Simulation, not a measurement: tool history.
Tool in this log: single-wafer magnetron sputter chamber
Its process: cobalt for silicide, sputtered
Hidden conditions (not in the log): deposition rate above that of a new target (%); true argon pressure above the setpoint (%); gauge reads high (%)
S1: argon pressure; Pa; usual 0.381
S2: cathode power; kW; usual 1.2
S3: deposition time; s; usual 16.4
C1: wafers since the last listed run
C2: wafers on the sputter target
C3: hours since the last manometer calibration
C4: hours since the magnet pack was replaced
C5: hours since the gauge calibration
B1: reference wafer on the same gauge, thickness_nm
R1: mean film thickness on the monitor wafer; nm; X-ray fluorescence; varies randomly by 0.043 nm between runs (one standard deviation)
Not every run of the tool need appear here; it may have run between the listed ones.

run   hour     S1    S2    S3    C1    C2      C3      C4     C5     B1      R1
  1      0  0.381   1.2  16.4     0  2356  1666.6  5208.6  352.6  9.217  10.204
  2   26.7  0.381   1.2  16.4   668  3025  1693.3  5235.3  379.3  9.213   10.22
  3   39.7  0.381   1.2  16.4   325  3351  1706.3  5248.3  392.3  9.208  10.226
  4   64.4  0.381   1.2  16.4   618  3969    1731    5273    417   9.19   10.18
  5   80.9  0.381   1.2  16.4   413  4382  1747.5  5289.5  433.5  9.188  10.221
  6  100.2   0.29   1.2  16.4   483  4866  1766.8  5308.8  452.8  9.183  10.429
  7  125.7   0.29   1.2  16.4   638  5504  1792.3  5334.3  478.3  9.176  10.448
  8  150.1   0.29   1.2  16.4   611  6116  1816.7  5358.7  502.7  9.146  10.396
  9  176.7  0.381   1.2  16.4   666  6782  1843.3  5385.3  529.3  9.134  10.121
 10  210.8  0.381   1.2  16.4   854  7636  1877.4  5419.4  563.4  9.123    10.1
     232.9  -- sputter target and shields replaced
 11  233.4  0.381   1.2  16.4   365    12    1900    5442    586  9.102  10.138
 12  249.7  0.381   1.2  16.4   408   421  1916.3  5458.3  602.3  9.092  10.132
     276.8  -- capacitance manometer re-zeroed and calibrated
 13  277.3  0.381   1.2  16.4   490   911     0.5  5485.9  629.9  9.075  10.034
 14  297.7  0.381   1.2  16.4   510  1422    20.9  5506.3  650.3  9.059  10.063
 15    314  0.445   1.2    15   408  1831    37.2  5522.6  666.6  9.046   9.069
 16  339.3  0.381  1.05  17.4   633  2464    62.5  5547.9  691.9   9.04   9.341
 17  354.1  0.427   1.5  14.7   370  2835    77.3  5562.7  706.7   9.02  11.096
 18  371.4  0.381   1.3  16.4   433  3268    94.6    5580    724  9.014  10.807
     398.3  -- magnet pack replaced
 19  398.8  0.459   1.3  14.2   485  3754     122     0.5  751.4  8.998   9.183
 20  420.7  0.381   1.2  16.4   548  4303   143.9    22.4  773.3  8.979   9.995
     424.8  -- gauge calibrated
 21    444  0.381   1.2  16.4   583  4886   167.2    45.7   19.2  9.324  10.303
 22  458.3  0.265   1.4  19.6   358  5244   181.5      60   33.5  9.323  15.013
     509.9  -- sputter target and shields replaced
 23  516.9  0.381     1  13.9  1267   175   240.1   118.6   92.1   9.32   7.368
 24  550.9  0.381   1.2  16.4   851  1026   274.1   152.6  126.1  9.314  10.398
 25    581  0.381   1.2  16.4   753  1780   304.2   182.7  156.2  9.307  10.265
 26  594.6  0.521   1.2  16.4   340  2121   317.8   196.3  169.8  9.309   9.912
 27  629.6  0.381   1.2  16.4   876  2997   352.8   231.3  204.8   9.31  10.289
 28  648.2  0.502   1.2  16.4   465  3463   371.4   249.9  223.4  9.295  10.032

Hidden condition of the tool, last listed run before each entry between runs versus first listed run after:
In the gap between runs 10 and 11: sputter target and shields replaced (hour 232.9)
  gauge reads high (%): -1.93 -> -2.08
  measured minus no-state result, R1: -0.199 -> -0.215 nm
In the gap between runs 12 and 13: capacitance manometer re-zeroed and calibrated (hour 276.8)
  gauge reads high (%): -2.19 -> -2.38
  measured minus no-state result, R1: -0.226 -> -0.245 nm
In the gap between runs 18 and 19: magnet pack replaced (hour 398.3)
  gauge reads high (%): -3.09 -> -3.31
  measured minus no-state result, R1: -0.345 -> -0.315 nm
In the gap between runs 20 and 21: gauge calibrated (hour 424.8)
  gauge reads high (%): -3.5 -> 0.246
  measured minus no-state result, R1: -0.363 -> +0.025 nm
In the gap between runs 22 and 23: sputter target and shields replaced (hour 509.9)
  gauge reads high (%): 0.242 -> 0.201
  measured minus no-state result, R1: +0.036 -> +0.015 nm

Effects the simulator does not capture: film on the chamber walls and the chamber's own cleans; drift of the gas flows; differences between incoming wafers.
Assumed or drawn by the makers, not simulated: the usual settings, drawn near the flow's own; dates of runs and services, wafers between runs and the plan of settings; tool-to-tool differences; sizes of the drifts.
